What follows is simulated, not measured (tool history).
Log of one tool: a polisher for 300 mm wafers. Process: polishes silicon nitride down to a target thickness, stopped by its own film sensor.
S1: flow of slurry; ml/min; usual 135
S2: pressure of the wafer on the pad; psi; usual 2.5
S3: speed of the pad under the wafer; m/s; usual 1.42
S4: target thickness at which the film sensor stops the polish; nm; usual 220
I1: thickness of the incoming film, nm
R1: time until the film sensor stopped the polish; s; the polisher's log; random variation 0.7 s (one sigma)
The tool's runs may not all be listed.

run	hour	S1	S2	S3	S4	I1	R1
1	0	145	2.5	1.42	242	362.5	71.6
# hour 19.9: worn pad replaced by a new one
2	86.4	145	2.5	1.42	242	359.7	67.7
3	177.5	145	2.5	1.42	242	355.1	67.8
# hour 197.9: worn pad replaced by a new one
4	273.4	135	2.5	1.42	220	367.2	85.7
5	363.4	135	2.8	1.8	220	366.4	65.3
# hour 378.4: slurry nozzle cleaned
6	410.2	135	2.8	1.8	220	362.8	65.5
# hour 417: worn pad replaced by a new one, of another model than before
7	477.2	135	2.5	1.3	220	361.4	87.1
8	544.6	135	2.5	1.3	220	363.7	89.9
9	585.7	135	2.5	1.42	220	355.6	82.9
# hour 613: worn pad replaced by a new one
10	632.8	145	2.5	1.42	242	359.3	66.2
# hour 639.1: head pressure recalibrated
11	747.4	135	2.5	1.42	220	363.3	87.6
# hour 795.8: worn pad replaced by a new one
12	805.2	135	2.9	1.42	220	358.4	72.3
13	850.3	135	2	1.42	220	355.9	89.1
14	917.1	105	3.1	1.42	220	364	78.3
# hour 932.8: slurry nozzle cleaned
15	963.8	135	3	1.42	220	358.8	74.5
# hour 998.6: worn pad replaced by a new one
16	1021.6	135	2.2	1.42	220	358.9	87.9

3 ways to go on from here, each from the tool as it stands after run 16. What would each give?
A	1022	135	1.8	1.42	220	358.1	?
B	1022	135	2.5	1.42	235	358.1	?
C	1022	135	2.8	1.42	220	358.1	?

run	R1
A	94.5
B	70.1
C	73.4
Without the tool's hidden state the same runs would have given:
run	R1
A	93.5
B	69.4
C	72.7

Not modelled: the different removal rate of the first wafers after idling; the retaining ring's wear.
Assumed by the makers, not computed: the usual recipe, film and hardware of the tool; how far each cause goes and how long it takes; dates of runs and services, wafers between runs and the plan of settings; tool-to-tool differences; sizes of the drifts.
